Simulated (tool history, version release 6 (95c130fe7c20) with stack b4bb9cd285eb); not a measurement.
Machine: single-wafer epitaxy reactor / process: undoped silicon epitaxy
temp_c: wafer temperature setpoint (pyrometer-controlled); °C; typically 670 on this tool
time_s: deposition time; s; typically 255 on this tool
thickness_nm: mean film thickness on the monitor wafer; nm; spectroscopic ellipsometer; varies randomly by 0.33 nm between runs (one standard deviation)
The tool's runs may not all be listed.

run    hour  temp_c  time_s  read-back reference wafer on the same gauge, thickness_nm  thickness_nm
  1     0.0     670     255                                                     54.840        66.362
  2    50.6     670     218                                                     54.807        56.987
  3   107.6     670     218                                                     54.868        57.280
  4   170.6     670     218                                                     54.899        56.669
  5   238.1     670     280                                                     54.871        72.998
  6   263.4     670     280                                                     54.928        73.590
  7   303.4     670     280                                                     54.930        73.266
  8   340.4     670     255                                                     54.915        67.152
  9   394.8     670     255                                                     54.938        67.601
 10   460.8     670     255                                                     54.767        67.234
 11   504.2     670     255                                                     54.798        66.829
 12   664.1     670     255                                                     54.944        67.655
 13   731.7     670     255                                                     54.929        67.511
 14   771.1     658     255                                                     54.883        50.199
 15   824.2     662     255                                                     54.844        55.683
 16   869.9     662     255                                                     54.903        56.128
 17   962.9     670     255                                                     54.859        67.253
     1023.3  -- pyrometer calibrated
 18  1027.4     670     255                                                     54.857        67.020
 19  1103.0     670     255                                                     54.916        66.319
     1140.6  -- gauge calibrated
 20  1239.3     670     255                                                     55.016        66.576
 21  1278.9     670     255                                                     54.855        66.721
 22  1334.1     676     299                                                     54.890        90.727
 23  1382.8     680     224                                                     54.870        74.507
 24  1440.5     665     270                                                     54.947        62.896
 25  1483.9     664     301                                                     54.889        68.301
 26  1531.4     670     205                                                     54.828        54.467
 27  1563.4     670     255                                                     54.925        67.158
 28  1632.8     670     255                                                     54.969        66.818
 29  1692.7     678     292                                                     54.821        92.899
 30  1717.5     676     299                                                     54.856        90.379
 31  1745.9     670     237                                                     54.848        62.380
 32  1779.1     670     218                                                     54.812        57.875
 33  1841.0     680     297                                                     54.880        99.149
 34  1866.7     665     255                                                     54.910        59.273
 35  1931.5     658     294                                                     54.754        57.894
 36  1980.5     677     255                                                     54.834        79.724
 37  2027.6     666     239                                                     54.950        57.386
 38  2061.8     679     282                                                     54.855        92.386
 39  2108.6     684     287                                                     54.953       106.262
 40  2144.6     659     240                                                     54.751        49.056
 41  2172.5     656     294                                                     54.904        55.971

What if the next run were any one of these 4? Each begins from the tool's condition after run 41:
  A  2173.0     670     270                                                          ?             ?
  B  2173.0     681     204                                                          ?             ?
  C  2173.0     663     272                                                          ?             ?
  D  2173.0     679     236                                                          ?             ?

run  read-back reference wafer on the same gauge, thickness_nm  thickness_nm
  A                                                     55.028        72.083
  B                                                     55.028        70.476
  C                                                     55.028        61.411
  D                                                     55.028        77.837
The same runs, with their run-to-run variation unchanged, on a tool lacking any hidden condition would have given:
run  thickness_nm
  A        70.507
  B        68.974
  C        60.045
  D        76.171

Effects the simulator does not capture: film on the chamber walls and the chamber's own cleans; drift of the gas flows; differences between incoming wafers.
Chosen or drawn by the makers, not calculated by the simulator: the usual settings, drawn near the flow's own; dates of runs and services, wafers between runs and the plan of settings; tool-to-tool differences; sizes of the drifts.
